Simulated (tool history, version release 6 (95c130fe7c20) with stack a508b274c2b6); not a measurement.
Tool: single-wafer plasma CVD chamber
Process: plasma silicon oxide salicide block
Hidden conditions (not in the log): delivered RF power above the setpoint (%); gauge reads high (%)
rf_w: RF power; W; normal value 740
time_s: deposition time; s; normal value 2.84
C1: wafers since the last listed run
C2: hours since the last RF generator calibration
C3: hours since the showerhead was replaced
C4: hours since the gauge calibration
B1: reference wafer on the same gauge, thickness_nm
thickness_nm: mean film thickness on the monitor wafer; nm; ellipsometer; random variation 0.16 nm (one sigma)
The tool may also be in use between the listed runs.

{"run": 1, "hour": 0.0, "rf_w": 740, "time_s": 2.84, "C1": 0, "C2": 444.5, "C3": 8424.0, "C4": 468.4, "B1": 26.689, "thickness_nm": 30.866}
{"run": 2, "hour": 30.3, "rf_w": 740, "time_s": 2.84, "C1": 532, "C2": 474.8, "C3": 8454.3, "C4": 498.7, "B1": 26.679, "thickness_nm": 30.545}
{"run": 3, "hour": 59.5, "rf_w": 780, "time_s": 2.53, "C1": 512, "C2": 504.0, "C3": 8483.5, "C4": 527.9, "B1": 26.704, "thickness_nm": 27.581}
{"run": 4, "hour": 75.1, "rf_w": 780, "time_s": 2.53, "C1": 273, "C2": 519.6, "C3": 8499.1, "C4": 543.5, "B1": 26.68, "thickness_nm": 27.611}
{"run": 5, "hour": 111.1, "rf_w": 690, "time_s": 2.61, "C1": 632, "C2": 555.6, "C3": 8535.1, "C4": 579.5, "B1": 26.737, "thickness_nm": 27.515}
{"run": 6, "hour": 129.6, "rf_w": 690, "time_s": 2.61, "C1": 324, "C2": 574.1, "C3": 8553.6, "C4": 598.0, "B1": 26.697, "thickness_nm": 27.648}
{"run": 7, "hour": 224.3, "rf_w": 690, "time_s": 2.61, "C1": 1663, "C2": 668.8, "C3": 8648.3, "C4": 692.7, "B1": 26.807, "thickness_nm": 27.772}
{"run": 8, "hour": 253.4, "rf_w": 740, "time_s": 2.84, "C1": 511, "C2": 697.9, "C3": 8677.4, "C4": 721.8, "B1": 26.796, "thickness_nm": 30.476}
{"run": 9, "hour": 267.0, "rf_w": 650, "time_s": 2.46, "C1": 238, "C2": 711.5, "C3": 8691.0, "C4": 735.4, "B1": 26.82, "thickness_nm": 25.592}
{"run": 10, "hour": 296.3, "rf_w": 650, "time_s": 2.46, "C1": 514, "C2": 740.8, "C3": 8720.3, "C4": 764.7, "B1": 26.767, "thickness_nm": 25.616}
{"run": 11, "hour": 352.5, "rf_w": 650, "time_s": 2.46, "C1": 987, "C2": 797.0, "C3": 8776.5, "C4": 820.9, "B1": 26.841, "thickness_nm": 25.466}
{"run": 12, "hour": 365.0, "rf_w": 680, "time_s": 2.63, "C1": 219, "C2": 809.5, "C3": 8789.0, "C4": 833.4, "B1": 26.835, "thickness_nm": 27.699}
{"run": 13, "hour": 452.3, "rf_w": 680, "time_s": 2.63, "C1": 1533, "C2": 896.8, "C3": 8876.3, "C4": 920.7, "B1": 26.836, "thickness_nm": 27.92}
{"run": 14, "hour": 468.2, "rf_w": 740, "time_s": 2.84, "C1": 279, "C2": 912.7, "C3": 8892.2, "C4": 936.6, "B1": 26.867, "thickness_nm": 30.492}
{"run": 15, "hour": 503.0, "rf_w": 740, "time_s": 2.84, "C1": 611, "C2": 947.5, "C3": 8927.0, "C4": 971.4, "B1": 26.876, "thickness_nm": 30.7}
{"hour": 512.1, "done": "gauge calibrated"}
{"run": 16, "hour": 518.8, "rf_w": 740, "time_s": 2.84, "C1": 277, "C2": 963.3, "C3": 8942.8, "C4": 6.7, "B1": 26.057, "thickness_nm": 29.709}
{"run": 17, "hour": 534.8, "rf_w": 740, "time_s": 2.84, "C1": 280, "C2": 979.3, "C3": 8958.8, "C4": 22.7, "B1": 26.115, "thickness_nm": 29.692}
{"hour": 551.5, "done": "showerhead replaced"}
{"run": 18, "hour": 567.3, "rf_w": 740, "time_s": 2.59, "C1": 430, "C2": 1011.8, "C3": 15.8, "C4": 55.2, "B1": 26.149, "thickness_nm": 27.175}
{"hour": 604.7, "done": "RF generator calibrated"}
{"run": 19, "hour": 605.2, "rf_w": 815, "time_s": 3.31, "C1": 525, "C2": 0.5, "C3": 53.7, "C4": 93.1, "B1": 26.273, "thickness_nm": 35.679}
{"run": 20, "hour": 619.2, "rf_w": 740, "time_s": 2.84, "C1": 245, "C2": 14.5, "C3": 67.7, "C4": 107.1, "B1": 26.318, "thickness_nm": 30.105}
{"run": 21, "hour": 678.4, "rf_w": 645, "time_s": 2.52, "C1": 1039, "C2": 73.7, "C3": 126.9, "C4": 166.3, "B1": 26.392, "thickness_nm": 25.916}
{"run": 22, "hour": 703.8, "rf_w": 685, "time_s": 2.84, "C1": 446, "C2": 99.1, "C3": 152.3, "C4": 191.7, "B1": 26.524, "thickness_nm": 29.515}
{"run": 23, "hour": 748.1, "rf_w": 875, "time_s": 2.57, "C1": 778, "C2": 143.4, "C3": 196.6, "C4": 236.0, "B1": 26.519, "thickness_nm": 28.456}
{"run": 24, "hour": 771.9, "rf_w": 740, "time_s": 2.84, "C1": 417, "C2": 167.2, "C3": 220.4, "C4": 259.8, "B1": 26.576, "thickness_nm": 30.269}
{"run": 25, "hour": 805.7, "rf_w": 780, "time_s": 3.37, "C1": 593, "C2": 201.0, "C3": 254.2, "C4": 293.6, "B1": 26.666, "thickness_nm": 36.715}
{"run": 26, "hour": 835.3, "rf_w": 655, "time_s": 2.84, "C1": 519, "C2": 230.6, "C3": 283.8, "C4": 323.2, "B1": 26.598, "thickness_nm": 29.304}
{"run": 27, "hour": 859.6, "rf_w": 740, "time_s": 3.18, "C1": 426, "C2": 254.9, "C3": 308.1, "C4": 347.5, "B1": 26.713, "thickness_nm": 34.096}
{"run": 28, "hour": 890.0, "rf_w": 740, "time_s": 2.84, "C1": 533, "C2": 285.3, "C3": 338.5, "C4": 377.9, "B1": 26.698, "thickness_nm": 30.597}
{"run": 29, "hour": 925.9, "rf_w": 740, "time_s": 2.84, "C1": 630, "C2": 321.2, "C3": 374.4, "C4": 413.8, "B1": 26.769, "thickness_nm": 30.551}
{"run": 30, "hour": 944.8, "rf_w": 740, "time_s": 2.46, "C1": 331, "C2": 340.1, "C3": 393.3, "C4": 432.7, "B1": 26.737, "thickness_nm": 26.853}
{"run": 31, "hour": 962.6, "rf_w": 740, "time_s": 2.84, "C1": 312, "C2": 357.9, "C3": 411.1, "C4": 450.5, "B1": 26.813, "thickness_nm": 30.793}
{"run": 32, "hour": 997.8, "rf_w": 855, "time_s": 3.14, "C1": 618, "C2": 393.1, "C3": 446.3, "C4": 485.7, "B1": 26.815, "thickness_nm": 35.448}
{"run": 33, "hour": 1016.5, "rf_w": 785, "time_s": 2.84, "C1": 328, "C2": 411.8, "C3": 465.0, "C4": 504.4, "B1": 26.879, "thickness_nm": 31.112}
{"run": 34, "hour": 1052.0, "rf_w": 875, "time_s": 2.84, "C1": 623, "C2": 447.3, "C3": 500.5, "C4": 539.9, "B1": 26.792, "thickness_nm": 32.182}
{"run": 35, "hour": 1074.7, "rf_w": 690, "time_s": 2.61, "C1": 398, "C2": 470.0, "C3": 523.2, "C4": 562.6, "B1": 26.878, "thickness_nm": 27.925}
{"run": 36, "hour": 1091.2, "rf_w": 780, "time_s": 2.53, "C1": 289, "C2": 486.5, "C3": 539.7, "C4": 579.1, "B1": 26.826, "thickness_nm": 27.649}
{"run": 37, "hour": 1119.2, "rf_w": 860, "time_s": 2.38, "C1": 491, "C2": 514.5, "C3": 567.7, "C4": 607.1, "B1": 26.841, "thickness_nm": 26.774}

Across each entry between runs, compare the hidden state at the last listed run before it with the hidden state at the first listed run after it:
Between runs 15 and 16: gauge calibrated (hour 512.1)
  gauge reads high (%): 3.65 -> 0.526
  difference, measured minus the result without the unlogged condition, thickness_nm: +1.080 -> +0.156 nm
Between runs 17 and 18: showerhead replaced (hour 551.5)
  gauge reads high (%): 0.719 -> 1.08
  difference, measured minus the result without the unlogged condition, thickness_nm: +0.212 -> +0.291 nm
Between runs 18 and 19: RF generator calibrated (hour 604.7)
  gauge reads high (%): 1.08 -> 1.46
  difference, measured minus the result without the unlogged condition, thickness_nm: +0.291 -> +0.512 nm
